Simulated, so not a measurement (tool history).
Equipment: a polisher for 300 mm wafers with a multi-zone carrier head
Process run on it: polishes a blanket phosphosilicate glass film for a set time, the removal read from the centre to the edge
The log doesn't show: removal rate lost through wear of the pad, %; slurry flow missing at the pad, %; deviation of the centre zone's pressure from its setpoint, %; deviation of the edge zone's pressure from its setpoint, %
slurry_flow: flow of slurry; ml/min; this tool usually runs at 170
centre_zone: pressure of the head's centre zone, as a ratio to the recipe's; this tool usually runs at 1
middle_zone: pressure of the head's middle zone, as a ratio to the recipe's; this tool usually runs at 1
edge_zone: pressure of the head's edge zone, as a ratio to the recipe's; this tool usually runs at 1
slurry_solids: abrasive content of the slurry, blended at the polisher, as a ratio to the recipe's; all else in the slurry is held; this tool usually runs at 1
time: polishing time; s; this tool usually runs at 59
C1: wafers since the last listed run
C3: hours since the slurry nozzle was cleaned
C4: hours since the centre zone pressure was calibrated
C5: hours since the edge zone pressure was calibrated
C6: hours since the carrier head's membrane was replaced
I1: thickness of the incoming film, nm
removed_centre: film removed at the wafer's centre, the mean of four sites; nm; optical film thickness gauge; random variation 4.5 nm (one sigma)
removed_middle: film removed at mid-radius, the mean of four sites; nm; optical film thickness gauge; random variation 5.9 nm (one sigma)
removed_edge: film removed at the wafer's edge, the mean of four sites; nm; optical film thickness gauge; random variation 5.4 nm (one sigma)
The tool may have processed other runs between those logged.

{"run": 1, "hour": 0.0, "slurry_flow": 170, "centre_zone": 1, "middle_zone": 1, "edge_zone": 1, "slurry_solids": 1, "time": 59, "C1": 0, "wafers polished on this pad": 67, "C3": 229.8, "C4": 335.3, "C5": 668.1, "C6": 616.1, "I1": 3253.1, "removed_centre": 413.9, "removed_middle": 449.4, "removed_edge": 416.8}
{"hour": 6.6, "done": "edge zone pressure recalibrated"}
{"run": 2, "hour": 13.0, "slurry_flow": 170, "centre_zone": 1, "middle_zone": 1, "edge_zone": 1, "slurry_solids": 1, "time": 59, "C1": 105, "wafers polished on this pad": 172, "C3": 242.8, "C4": 348.3, "C5": 6.4, "C6": 629.1, "I1": 3293.1, "removed_centre": 419.7, "removed_middle": 441.9, "removed_edge": 404.6}
{"run": 3, "hour": 22.7, "slurry_flow": 170, "centre_zone": 1, "middle_zone": 1, "edge_zone": 1, "slurry_solids": 1, "time": 59, "C1": 93, "wafers polished on this pad": 265, "C3": 252.5, "C4": 358, "C5": 16.1, "C6": 638.8, "I1": 3270.7, "removed_centre": 410.4, "removed_middle": 434, "removed_edge": 411.8}
{"run": 4, "hour": 32.2, "slurry_flow": 170, "centre_zone": 1, "middle_zone": 1, "edge_zone": 1, "slurry_solids": 1, "time": 59, "C1": 91, "wafers polished on this pad": 356, "C3": 262, "C4": 367.5, "C5": 25.6, "C6": 648.3, "I1": 3327.9, "removed_centre": 413.4, "removed_middle": 431.1, "removed_edge": 396.1}
{"run": 5, "hour": 39.2, "slurry_flow": 125, "centre_zone": 1, "middle_zone": 1, "edge_zone": 1, "slurry_solids": 1, "time": 59, "C1": 67, "wafers polished on this pad": 424, "C3": 269, "C4": 374.5, "C5": 32.6, "C6": 655.3, "I1": 3306.2, "removed_centre": 397.7, "removed_middle": 410.9, "removed_edge": 387.7}
{"run": 6, "hour": 54.8, "slurry_flow": 170, "centre_zone": 0.96, "middle_zone": 1, "edge_zone": 1, "slurry_solids": 1.3, "time": 48, "C1": 149, "wafers polished on this pad": 573, "C3": 284.6, "C4": 390.1, "C5": 48.2, "C6": 670.9, "I1": 3361.8, "removed_centre": 374.5, "removed_middle": 400.5, "removed_edge": 386.6}
{"run": 7, "hour": 62.2, "slurry_flow": 170, "centre_zone": 1, "middle_zone": 1, "edge_zone": 1.05, "slurry_solids": 1, "time": 59, "C1": 71, "wafers polished on this pad": 644, "C3": 292, "C4": 397.5, "C5": 55.6, "C6": 678.3, "I1": 3279, "removed_centre": 401, "removed_middle": 425.1, "removed_edge": 395.3}
{"hour": 77.5, "done": "centre zone pressure recalibrated"}
{"run": 8, "hour": 78.0, "slurry_flow": 170, "centre_zone": 1, "middle_zone": 1, "edge_zone": 1, "slurry_solids": 1, "time": 59, "C1": 132, "wafers polished on this pad": 777, "C3": 307.8, "C4": 0.5, "C5": 71.4, "C6": 694.1, "I1": 3312.3, "removed_centre": 392.4, "removed_middle": 417.6, "removed_edge": 390.5}
{"run": 9, "hour": 94.3, "slurry_flow": 190, "centre_zone": 0.91, "middle_zone": 1, "edge_zone": 0.93, "slurry_solids": 1, "time": 59, "C1": 156, "wafers polished on this pad": 933, "C3": 324.1, "C4": 16.8, "C5": 87.7, "C6": 710.4, "I1": 3304.8, "removed_centre": 374, "removed_middle": 419.7, "removed_edge": 374.3}
{"run": 10, "hour": 103.8, "slurry_flow": 135, "centre_zone": 1.09, "middle_zone": 1, "edge_zone": 1, "slurry_solids": 1, "time": 59, "C1": 91, "wafers polished on this pad": 1024, "C3": 333.6, "C4": 26.3, "C5": 97.2, "C6": 719.9, "I1": 3279.9, "removed_centre": 398.5, "removed_middle": 397.1, "removed_edge": 376.4}
{"run": 11, "hour": 110.2, "slurry_flow": 185, "centre_zone": 1.08, "middle_zone": 1, "edge_zone": 1, "slurry_solids": 0.85, "time": 59, "C1": 61, "wafers polished on this pad": 1086, "C3": 340, "C4": 32.7, "C5": 103.6, "C6": 726.3, "I1": 3303.4, "removed_centre": 348, "removed_middle": 347.4, "removed_edge": 329.1}
{"run": 12, "hour": 117.3, "slurry_flow": 170, "centre_zone": 1, "middle_zone": 1, "edge_zone": 1, "slurry_solids": 1, "time": 59, "C1": 68, "wafers polished on this pad": 1154, "C3": 347.1, "C4": 39.8, "C5": 110.7, "C6": 733.4, "I1": 3300.9, "removed_centre": 385.4, "removed_middle": 396.3, "removed_edge": 380.7}
{"hour": 128.1, "done": "carrier head's membrane replaced by a new one"}
{"run": 13, "hour": 133.5, "slurry_flow": 170, "centre_zone": 1, "middle_zone": 0.95, "edge_zone": 1, "slurry_solids": 1, "time": 53, "C1": 107, "wafers polished on this pad": 1261, "C3": 363.3, "C4": 56, "C5": 126.9, "C6": 5.4, "I1": 3300.7, "removed_centre": 339.4, "removed_middle": 344.4, "removed_edge": 329.4}
{"hour": 140.2, "done": "worn pad replaced by a new one"}
{"hour": 146.7, "done": "slurry nozzle cleaned"}
{"run": 14, "hour": 149.0, "slurry_flow": 110, "centre_zone": 1, "middle_zone": 1, "edge_zone": 1, "slurry_solids": 1, "time": 59, "C1": 100, "wafers polished on this pad": 74, "C3": 2.3, "C4": 71.5, "C5": 142.4, "C6": 20.9, "I1": 3372.1, "removed_centre": 396.4, "removed_middle": 409.2, "removed_edge": 394.7}
{"run": 15, "hour": 159.4, "slurry_flow": 170, "centre_zone": 1, "middle_zone": 1, "edge_zone": 1, "slurry_solids": 1, "time": 39, "C1": 99, "wafers polished on this pad": 174, "C3": 12.7, "C4": 81.9, "C5": 152.8, "C6": 31.3, "I1": 3259.7, "removed_centre": 268.5, "removed_middle": 285.5, "removed_edge": 270}
{"run": 16, "hour": 174.4, "slurry_flow": 170, "centre_zone": 1, "middle_zone": 1, "edge_zone": 1, "slurry_solids": 1, "time": 59, "C1": 143, "wafers polished on this pad": 318, "C3": 27.7, "C4": 96.9, "C5": 167.8, "C6": 46.3, "I1": 3302.2, "removed_centre": 406, "removed_middle": 434.3, "removed_edge": 398.3}
{"run": 17, "hour": 190.9, "slurry_flow": 170, "centre_zone": 1, "middle_zone": 1, "edge_zone": 1, "slurry_solids": 1, "time": 59, "C1": 158, "wafers polished on this pad": 476, "C3": 44.2, "C4": 113.4, "C5": 184.3, "C6": 62.8, "I1": 3367, "removed_centre": 400, "removed_middle": 425.8, "removed_edge": 386.9}
{"run": 18, "hour": 204.6, "slurry_flow": 170, "centre_zone": 1, "middle_zone": 1, "edge_zone": 1.06, "slurry_solids": 1, "time": 59, "C1": 131, "wafers polished on this pad": 608, "C3": 57.9, "C4": 127.1, "C5": 198, "C6": 76.5, "I1": 3282.1, "removed_centre": 395.7, "removed_middle": 409.3, "removed_edge": 402.8}
{"run": 19, "hour": 220.1, "slurry_flow": 170, "centre_zone": 1, "middle_zone": 1.07, "edge_zone": 1, "slurry_solids": 1, "time": 59, "C1": 148, "wafers polished on this pad": 756, "C3": 73.4, "C4": 142.6, "C5": 213.5, "C6": 92, "I1": 3297, "removed_centre": 385.7, "removed_middle": 435.9, "removed_edge": 382.8}
{"run": 20, "hour": 236.3, "slurry_flow": 190, "centre_zone": 0.91, "middle_zone": 1, "edge_zone": 0.93, "slurry_solids": 1, "time": 59, "C1": 155, "wafers polished on this pad": 912, "C3": 89.6, "C4": 158.8, "C5": 229.7, "C6": 108.2, "I1": 3294.5, "removed_centre": 368.6, "removed_middle": 404.7, "removed_edge": 373.6}
{"run": 21, "hour": 249.0, "slurry_flow": 170, "centre_zone": 1.12, "middle_zone": 1, "edge_zone": 1, "slurry_solids": 1, "time": 47, "C1": 121, "wafers polished on this pad": 1034, "C3": 102.3, "C4": 171.5, "C5": 242.4, "C6": 120.9, "I1": 3271.9, "removed_centre": 330.2, "removed_middle": 323.9, "removed_edge": 300.1}
{"run": 22, "hour": 260.4, "slurry_flow": 230, "centre_zone": 0.9, "middle_zone": 1, "edge_zone": 1, "slurry_solids": 1.1, "time": 70, "C1": 109, "wafers polished on this pad": 1143, "C3": 113.7, "C4": 182.9, "C5": 253.8, "C6": 132.3, "I1": 3356.8, "removed_centre": 467.4, "removed_middle": 507.3, "removed_edge": 479.6}

Some steps in removed_centre between neighbouring runs. How much of each would the tool show without its hidden state too (settings, what came in, random variation), and how much is left for the hidden state, with any gauge scatter that isn't in both results?
Run 13 -> 14: slurry_flow 170 -> 110, middle_zone 0.95 -> 1, time 53 -> 59, worn pad replaced by a new one, slurry nozzle cleaned. removed_centre +57 nm: hidden state +36.7, all else +20.3.
Run 15 -> 16: time 39 -> 59. removed_centre +137.5 nm: hidden state -8.9, all else +146.4.
Run 21 -> 22: slurry_flow 170 -> 230, centre_zone 1.12 -> 0.9, slurry_solids 1 -> 1.1, time 47 -> 70. removed_centre +137.2 nm: hidden state -20.1, all else +157.3.
